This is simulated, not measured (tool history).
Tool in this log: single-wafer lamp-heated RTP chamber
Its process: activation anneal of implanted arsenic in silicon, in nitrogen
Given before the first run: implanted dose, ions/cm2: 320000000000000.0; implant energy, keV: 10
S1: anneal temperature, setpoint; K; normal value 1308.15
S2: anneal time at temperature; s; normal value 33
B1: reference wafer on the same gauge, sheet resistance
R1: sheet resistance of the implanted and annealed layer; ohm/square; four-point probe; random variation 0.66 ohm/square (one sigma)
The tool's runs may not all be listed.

{"run": 1, "hour": 0.0, "S1": 1308.15, "S2": 33, "B1": 256.07, "R1": 290.75}
{"run": 2, "hour": 83.0, "S1": 1308.15, "S2": 33, "B1": 256.04, "R1": 290.25}
{"run": 3, "hour": 313.7, "S1": 1308.15, "S2": 33, "B1": 255.94, "R1": 291}
{"run": 4, "hour": 366.0, "S1": 1289.15, "S2": 25, "B1": 256.07, "R1": 300.65}
{"run": 5, "hour": 425.3, "S1": 1289.15, "S2": 25, "B1": 255.95, "R1": 301.46}
{"run": 6, "hour": 515.7, "S1": 1289.15, "S2": 25, "B1": 255.99, "R1": 301.28}
{"run": 7, "hour": 574.8, "S1": 1291.15, "S2": 33, "B1": 256.07, "R1": 296.54}
{"run": 8, "hour": 628.2, "S1": 1291.15, "S2": 33, "B1": 255.94, "R1": 296.39}
{"run": 9, "hour": 713.1, "S1": 1327.15, "S2": 33, "B1": 255.99, "R1": 283.49}
{"run": 10, "hour": 788.3, "S1": 1327.15, "S2": 33, "B1": 255.96, "R1": 283.88}
{"run": 11, "hour": 833.0, "S1": 1308.15, "S2": 26, "B1": 255.96, "R1": 294.69}
{"run": 12, "hour": 934.4, "S1": 1308.15, "S2": 49, "B1": 256.04, "R1": 285.36}
{"run": 13, "hour": 1040.0, "S1": 1308.15, "S2": 49, "B1": 255.96, "R1": 285.42}
{"run": 14, "hour": 1143.1, "S1": 1308.15, "S2": 49, "B1": 256.05, "R1": 286.34}
{"run": 15, "hour": 1199.0, "S1": 1285.15, "S2": 25, "B1": 256.05, "R1": 301.2}
{"run": 16, "hour": 1276.6, "S1": 1330.15, "S2": 47, "B1": 255.94, "R1": 277.9}
{"run": 17, "hour": 1319.6, "S1": 1295.15, "S2": 16, "B1": 256.11, "R1": 303.99}
{"run": 18, "hour": 1424.1, "S1": 1299.15, "S2": 44, "B1": 255.98, "R1": 290.78}
{"run": 19, "hour": 1478.5, "S1": 1308.15, "S2": 33, "B1": 255.97, "R1": 290.06}
{"run": 20, "hour": 1580.3, "S1": 1308.15, "S2": 22, "B1": 256.02, "R1": 296.08}
{"run": 21, "hour": 1628.6, "S1": 1308.15, "S2": 33, "B1": 255.98, "R1": 291.46}
{"run": 22, "hour": 1709.8, "S1": 1308.15, "S2": 17, "B1": 256.03, "R1": 298.45}
{"run": 23, "hour": 1801.3, "S1": 1279.15, "S2": 44, "B1": 255.98, "R1": 297.22}
{"run": 24, "hour": 1886.9, "S1": 1308.15, "S2": 33, "B1": 256.03, "R1": 291.09}
{"run": 25, "hour": 1946.7, "S1": 1308.15, "S2": 43, "B1": 255.96, "R1": 286.19}
{"run": 26, "hour": 2014.4, "S1": 1320.15, "S2": 33, "B1": 256.03, "R1": 287.51}
{"run": 27, "hour": 2073.0, "S1": 1288.15, "S2": 41, "B1": 256, "R1": 295.5}
{"run": 28, "hour": 2171.0, "S1": 1308.15, "S2": 48, "B1": 255.97, "R1": 285.97}
{"run": 29, "hour": 2211.0, "S1": 1308.15, "S2": 20, "B1": 256.02, "R1": 298.99}
{"run": 30, "hour": 2522.6, "S1": 1330.15, "S2": 48, "B1": 256.02, "R1": 276.7}
{"run": 31, "hour": 2588.3, "S1": 1297.15, "S2": 27, "B1": 256.02, "R1": 296.75}
{"run": 32, "hour": 2684.3, "S1": 1308.15, "S2": 25, "B1": 255.93, "R1": 295.12}
{"run": 33, "hour": 2750.3, "S1": 1299.15, "S2": 25, "B1": 255.95, "R1": 299.01}
{"run": 34, "hour": 2832.7, "S1": 1337.15, "S2": 21, "B1": 256, "R1": 288.48}
{"run": 35, "hour": 2904.6, "S1": 1331.15, "S2": 51, "B1": 255.99, "R1": 275.81}
{"run": 36, "hour": 2994.6, "S1": 1308.15, "S2": 33, "B1": 256.05, "R1": 291.26}
{"run": 37, "hour": 3074.8, "S1": 1308.15, "S2": 49, "B1": 255.94, "R1": 285.69}

Removed from this log: 9 entries logged between the listed runs. Between which two listed runs does each belong, and how does the tool's hidden state at the listed run before it compare with that at the listed run after it?
Runs 3 to 4: reflector plate cleaned (hour 344.9)
  both runs share identical hidden conditions
Runs 5 to 6: pyrometer window cleaned and pyrometer calibrated (hour 453.2)
  both runs share identical hidden conditions
Runs 7 to 8: gauge calibrated (hour 616.3)
  both runs share identical hidden conditions
Runs 13 to 14: pyrometer window cleaned and pyrometer calibrated (hour 1118)
  both runs share identical hidden conditions
Runs 14 to 15: reflector plate cleaned (hour 1173.9)
  both runs share identical hidden conditions
Runs 22 to 23: pyrometer window cleaned and pyrometer calibrated (hour 1767.7)
  both runs share identical hidden conditions
Runs 25 to 26: reflector plate cleaned (hour 1987.6)
  both runs share identical hidden conditions
Runs 29 to 30: pyrometer window cleaned and pyrometer calibrated (hour 2467.2)
  both runs share identical hidden conditions
Runs 31 to 32: reflector plate cleaned (hour 2683.8)
  both runs share identical hidden conditions
